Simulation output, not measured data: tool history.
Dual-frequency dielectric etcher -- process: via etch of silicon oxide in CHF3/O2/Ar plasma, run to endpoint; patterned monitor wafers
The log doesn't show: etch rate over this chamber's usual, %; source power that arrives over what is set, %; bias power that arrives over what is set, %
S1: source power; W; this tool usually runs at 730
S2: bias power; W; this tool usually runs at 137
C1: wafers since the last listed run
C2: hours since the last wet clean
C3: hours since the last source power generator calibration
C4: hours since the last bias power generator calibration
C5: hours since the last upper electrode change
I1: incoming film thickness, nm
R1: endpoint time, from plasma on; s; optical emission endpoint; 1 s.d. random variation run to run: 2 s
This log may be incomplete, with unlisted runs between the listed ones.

Run 1, day 0: usual settings but S2 130 W; C1 0; C2 102.4; C3 1966.7; C4 1122.5; C5 3510.5; I1 490.6. Result: R1 260.3 s.
Run 2, day 2.142: usual settings but S2 130 W; C1 248; C2 153.8; C3 2018.1; C4 1173.9; C5 3561.9; I1 483.6. Result: R1 256.2 s.
Run 3, day 4.479: usual settings; C1 270; C2 209.9; C3 2074.2; C4 1230; C5 3618; I1 490.1. Result: R1 256.2 s.
Run 4, day 5.788: usual settings; C1 151; C2 241.3; C3 2105.6; C4 1261.4; C5 3649.4; I1 493. Result: R1 260.5 s.
Run 5, day 7.012: usual settings but S1 670 W; C1 141; C2 270.7; C3 2135; C4 1290.8; C5 3678.8; I1 491.8. Result: R1 268.3 s.
Run 6, day 9.142: usual settings but S1 670 W; C1 246; C2 321.8; C3 2186.1; C4 1341.9; C5 3729.9; I1 488.1. Result: R1 263.7 s.
Run 7, day 11.55: usual settings but S1 640 W; C1 278; C2 379.6; C3 2243.9; C4 1399.7; C5 3787.7; I1 492.6. Result: R1 274.5 s.
Run 8, day 14.396: usual settings but S1 640 W; C1 329; C2 447.9; C3 2312.2; C4 1468; C5 3856; I1 486.9. Result: R1 271.8 s.
Run 9, day 16.129: usual settings but S1 640 W; C1 200; C2 489.5; C3 2353.8; C4 1509.6; C5 3897.6; I1 490.6. Result: R1 276.8 s.
Run 10, day 17.412: usual settings but S2 150 W; C1 148; C2 520.3; C3 2384.6; C4 1540.4; C5 3928.4; I1 493.3. Result: R1 255.7 s.
Run 11, day 19.358: usual settings but S2 161 W; C1 225; C2 567; C3 2431.3; C4 1587.1; C5 3975.1; I1 486.6. Result: R1 250.8 s.
Run 12, day 21.762: usual settings; C1 278; C2 624.7; C3 2489; C4 1644.8; C5 4032.8; I1 490.5. Result: R1 264.3 s.
At day 22.154: bias power generator calibrated.
At day 24.117: upper electrode replaced.
At day 24.883: wet clean of the chamber.
Run 13, day 24.904: usual settings; C1 139; C2 0.5; C3 2564.4; C4 66; C5 18.9; I1 493.4. Result: R1 258.2 s.
Run 14, day 25.712: usual settings; C1 93; C2 19.9; C3 2583.8; C4 85.4; C5 38.3; I1 489.3. Result: R1 250.7 s.
Run 15, day 28.362: usual settings; C1 306; C2 83.5; C3 2647.4; C4 149; C5 101.9; I1 494.1. Result: R1 259.2 s.
Run 16, day 30.038: usual settings; C1 194; C2 123.7; C3 2687.6; C4 189.2; C5 142.1; I1 491.6. Result: R1 258.8 s.
Run 17, day 32.954: usual settings but S1 580 W; C1 337; C2 193.7; C3 2757.6; C4 259.2; C5 212.1; I1 492.2. Result: R1 286.7 s.
At day 33.608: source power generator calibrated.
Run 18, day 35.4: usual settings but S2 123 W; C1 263; C2 252.4; C3 43; C4 317.9; C5 270.8; I1 492.1. Result: R1 268.2 s.
Run 19, day 38.262: usual settings; C1 331; C2 321.1; C3 111.7; C4 386.6; C5 339.5; I1 487.8. Result: R1 254.4 s.
Run 20, day 39.925: usual settings but S2 150 W; C1 192; C2 361; C3 151.6; C4 426.5; C5 379.4; I1 494. Result: R1 257.5 s.
Run 21, day 42.525: usual settings but S1 630 W; C1 301; C2 423.4; C3 214; C4 488.9; C5 441.8; I1 490.7. Result: R1 278.7 s.
Run 22, day 44.196: usual settings but S1 570 W; C1 193; C2 463.5; C3 254.1; C4 529; C5 481.9; I1 490.2. Result: R1 292.8 s.
Run 23, day 47.008: usual settings; C1 325; C2 531; C3 321.6; C4 596.5; C5 549.4; I1 488.3. Result: R1 263.5 s.
At day 48.496: wet clean of the chamber.
Run 24, day 49.725: usual settings but S2 122 W; C1 198; C2 29.5; C3 386.8; C4 661.7; C5 614.6; I1 487. Result: R1 260.9 s.
Run 25, day 52.558: usual settings but S1 610 W, S2 118 W; C1 328; C2 97.5; C3 454.8; C4 729.7; C5 682.6; I1 491.9. Result: R1 284.2 s.
Run 26, day 54.575: usual settings; C1 233; C2 145.9; C3 503.2; C4 778.1; C5 731; I1 491.8. Result: R1 258.9 s.
Run 27, day 57.517: usual settings but S1 670 W; C1 340; C2 216.5; C3 573.8; C4 848.7; C5 801.6; I1 489.2. Result: R1 271.4 s.
Run 28, day 58.558: usual settings but S1 790 W, S2 164 W; C1 120; C2 241.5; C3 598.8; C4 873.7; C5 826.6; I1 491.7. Result: R1 240.2 s.
Run 29, day 61.35: usual settings but S1 560 W, S2 124 W; C1 323; C2 308.5; C3 665.8; C4 940.7; C5 893.6; I1 490.2. Result: R1 300.2 s.
Run 30, day 63.725: usual settings but S2 169 W; C1 275; C2 365.5; C3 722.8; C4 997.7; C5 950.6; I1 490.3. Result: R1 242.7 s.
Run 31, day 65.671: usual settings but S1 680 W, S2 157 W; C1 225; C2 412.2; C3 769.5; C4 1044.4; C5 997.3; I1 491.1. Result: R1 255.1 s.
Run 32, day 67.567: usual settings but S2 112 W; C1 219; C2 457.7; C3 815; C4 1089.9; C5 1042.8; I1 489.9. Result: R1 273.7 s.
Run 33, day 70.175: usual settings; C1 302; C2 520.3; C3 877.6; C4 1152.5; C5 1105.4; I1 491.3. Result: R1 259.4 s.
Run 34, day 71.317: usual settings; C1 132; C2 547.7; C3 905; C4 1179.9; C5 1132.8; I1 491. Result: R1 264.2 s.

Some steps in R1, run to run, broken into two amounts with sign: the step expected even without the hidden condition (settings, incoming material, random variation), and the rest, left for the hidden condition together with whatever gauge scatter is not in both the measured and the hidden-condition-free result:
Run 12 -> 13: bias power generator calibrated, upper electrode replaced, wet clean of the chamber. R1 -6.1 s: hidden state -9.5, all else +3.4.
Run 23 -> 24: S2 137 -> 122, wet clean of the chamber. R1 -2.6 s: hidden state -7.6, all else +5.
Run 27 -> 28: S1 670 -> 790, S2 137 -> 164. R1 -31.2 s: hidden state +0.1, all else -31.3.
Run 28 -> 29: S1 790 -> 560, S2 164 -> 124. R1 +60 s: hidden state +1.8, all else +58.2.
Run 29 -> 30: S1 560 -> 730, S2 124 -> 169. R1 -57.5 s: hidden state -0.1, all else -57.4.
